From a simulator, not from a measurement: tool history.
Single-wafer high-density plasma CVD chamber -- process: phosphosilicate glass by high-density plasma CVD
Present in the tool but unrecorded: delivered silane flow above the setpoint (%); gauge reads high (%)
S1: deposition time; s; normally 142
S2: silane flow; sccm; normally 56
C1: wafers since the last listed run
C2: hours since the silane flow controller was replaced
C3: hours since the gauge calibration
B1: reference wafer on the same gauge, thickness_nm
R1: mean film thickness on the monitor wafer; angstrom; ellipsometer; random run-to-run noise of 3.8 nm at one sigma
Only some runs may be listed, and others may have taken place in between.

run 1 hour=0.0 | S1=157 S2=56 | C1=0 C2=1818.4 C3=1004.6 | B1=695.622 | R1=9043.99
run 2 hour=62.5 | S1=157 S2=56 | C1=738 C2=1880.9 C3=1067.1 | B1=694.223 | R1=9121.05
run 3 hour=129.7 | S1=157 S2=56 | C1=793 C2=1948.1 C3=1134.3 | B1=695.572 | R1=9069.18
run 4 hour=177.0 | S1=142 S2=56 | C1=558 C2=1995.4 C3=1181.6 | B1=695.771 | R1=8240.25
run 5 hour=247.4 | S1=142 S2=56 | C1=831 C2=2065.8 C3=1252.0 | B1=694.122 | R1=8261.85
run 6 hour=304.4 | S1=134 S2=52 | C1=673 C2=2122.8 C3=1309.0 | B1=694.711 | R1=7440.52
run 7 hour=341.7 | S1=134 S2=52 | C1=440 C2=2160.1 C3=1346.3 | B1=694.822 | R1=7491.01
run 8 hour=389.7 | S1=134 S2=52 | C1=567 C2=2208.1 C3=1394.3 | B1=696.529 | R1=7487.74
run 9 hour=446.0 | S1=142 S2=56 | C1=665 C2=2264.4 C3=1450.6 | B1=694.691 | R1=8275.17
run 10 hour=474.8 | S1=142 S2=56 | C1=340 C2=2293.2 C3=1479.4 | B1=694.931 | R1=8208.91
run 11 hour=543.5 | S1=142 S2=56 | C1=811 C2=2361.9 C3=1548.1 | B1=692.958 | R1=8202.38
run 12 hour=581.9 | S1=142 S2=56 | C1=453 C2=2400.3 C3=1586.5 | B1=695.862 | R1=8243.17
run 13 hour=616.3 | S1=150 S2=56 | C1=406 C2=2434.7 C3=1620.9 | B1=696.017 | R1=8768.06
run 14 hour=687.1 | S1=150 S2=56 | C1=836 C2=2505.5 C3=1691.7 | B1=695.446 | R1=8730.90
run 15 hour=733.7 | S1=131 S2=56 | C1=550 C2=2552.1 C3=1738.3 | B1=695.510 | R1=7538.69
run 16 hour=789.5 | S1=142 S2=56 | C1=659 C2=2607.9 C3=1794.1 | B1=695.311 | R1=8242.11
run 17 hour=814.0 | S1=148 S2=56 | C1=289 C2=2632.4 C3=1818.6 | B1=694.895 | R1=8619.55
-- hour=816.8 gauge calibrated
run 18 hour=870.3 | S1=142 S2=56 | C1=665 C2=2688.7 C3=53.5 | B1=693.518 | R1=8256.76
run 19 hour=915.2 | S1=142 S2=56 | C1=530 C2=2733.6 C3=98.4 | B1=694.578 | R1=8177.13
run 20 hour=948.4 | S1=142 S2=59 | C1=392 C2=2766.8 C3=131.6 | B1=694.087 | R1=8467.77
run 21 hour=999.7 | S1=130 S2=65 | C1=606 C2=2818.1 C3=182.9 | B1=694.495 | R1=8342.65
run 22 hour=1070.0 | S1=169 S2=62 | C1=830 C2=2888.4 C3=253.2 | B1=694.614 | R1=10431.48
run 23 hour=1112.9 | S1=155 S2=45 | C1=506 C2=2931.3 C3=296.1 | B1=694.373 | R1=7950.11
run 24 hour=1182.4 | S1=142 S2=56 | C1=821 C2=3000.8 C3=365.6 | B1=694.196 | R1=8334.39
run 25 hour=1214.7 | S1=163 S2=67 | C1=381 C2=3033.1 C3=397.9 | B1=694.887 | R1=10687.33
run 26 hour=1278.1 | S1=134 S2=64 | C1=748 C2=3096.5 C3=461.3 | B1=694.937 | R1=8449.58
run 27 hour=1335.9 | S1=142 S2=56 | C1=682 C2=3154.3 C3=519.1 | B1=695.444 | R1=8360.04
run 28 hour=1362.3 | S1=142 S2=56 | C1=311 C2=3180.7 C3=545.5 | B1=694.676 | R1=8233.18
run 29 hour=1409.7 | S1=162 S2=63 | C1=559 C2=3228.1 C3=592.9 | B1=694.151 | R1=10173.01
run 30 hour=1458.2 | S1=130 S2=62 | C1=572 C2=3276.6 C3=641.4 | B1=696.086 | R1=8056.16
run 31 hour=1527.1 | S1=130 S2=62 | C1=813 C2=3345.5 C3=710.3 | B1=695.610 | R1=8024.93
run 32 hour=1606.1 | S1=153 S2=67 | C1=933 C2=3424.5 C3=789.3 | B1=694.082 | R1=9905.54
-- hour=1645.2 silane flow controller replaced
run 33 hour=1651.4 | S1=152 S2=52 | C1=440 C2=6.2 C3=834.6 | B1=694.803 | R1=8120.12
run 34 hour=1683.4 | S1=142 S2=52 | C1=378 C2=38.2 C3=866.6 | B1=694.624 | R1=7576.34
run 35 hour=1740.9 | S1=142 S2=56 | C1=679 C2=95.7 C3=924.1 | B1=696.577 | R1=7888.71
run 36 hour=1779.4 | S1=123 S2=46 | C1=454 C2=134.2 C3=962.6 | B1=694.210 | R1=6158.67
run 37 hour=1810.0 | S1=142 S2=56 | C1=361 C2=164.8 C3=993.2 | B1=695.873 | R1=7927.25
run 38 hour=1880.6 | S1=142 S2=56 | C1=834 C2=235.4 C3=1063.8 | B1=695.894 | R1=7987.54
run 39 hour=1930.3 | S1=142 S2=56 | C1=587 C2=285.1 C3=1113.5 | B1=694.870 | R1=7970.33
run 40 hour=1966.0 | S1=142 S2=56 | C1=421 C2=320.8 C3=1149.2 | B1=695.850 | R1=8004.13
run 41 hour=1995.5 | S1=142 S2=56 | C1=348 C2=350.3 C3=1178.7 | B1=693.617 | R1=7993.18
run 42 hour=2063.2 | S1=155 S2=59 | C1=799 C2=418.0 C3=1246.4 | B1=694.306 | R1=8977.25
run 43 hour=2113.4 | S1=120 S2=53 | C1=593 C2=468.2 C3=1296.6 | B1=695.027 | R1=6565.37
run 44 hour=2142.6 | S1=130 S2=48 | C1=344 C2=497.4 C3=1325.8 | B1=695.633 | R1=6698.57
run 45 hour=2206.7 | S1=157 S2=66 | C1=757 C2=561.5 C3=1389.9 | B1=693.396 | R1=9928.01

The logged runs with the hidden state left out (each run's random variation unchanged):
run=1 R1=8712.36
run=2 R1=8782.93
run=3 R1=8729.29
run=4 R1=7929.15
run=5 R1=7946.74
run=6 R1=7154.51
run=7 R1=7201.66
run=8 R1=7196.78
run=9 R1=7951.45
run=10 R1=7886.72
run=11 R1=7878.02
run=12 R1=7915.89
run=13 R1=8418.74
run=14 R1=8380.70
run=15 R1=7235.04
run=16 R1=7908.52
run=17 R1=8269.98
run=18 R1=7920.39
run=19 R1=7842.85
run=20 R1=8120.77
run=21 R1=7999.52
run=22 R1=10000.41
run=23 R1=7620.68
run=24 R1=7987.57
run=25 R1=10241.76
run=26 R1=8096.06
run=27 R1=8009.20
run=28 R1=7887.21
run=29 R1=9744.52
run=30 R1=7716.05
run=31 R1=7685.10
run=32 R1=9484.67
run=33 R1=8113.31
run=34 R1=7562.39
run=35 R1=7860.52
run=36 R1=6129.82
run=37 R1=7883.33
run=38 R1=7928.19
run=39 R1=7901.05
run=40 R1=7927.57
run=41 R1=7911.12
run=42 R1=8871.25
run=43 R1=6480.71
run=44 R1=6608.11
run=45 R1=9781.17
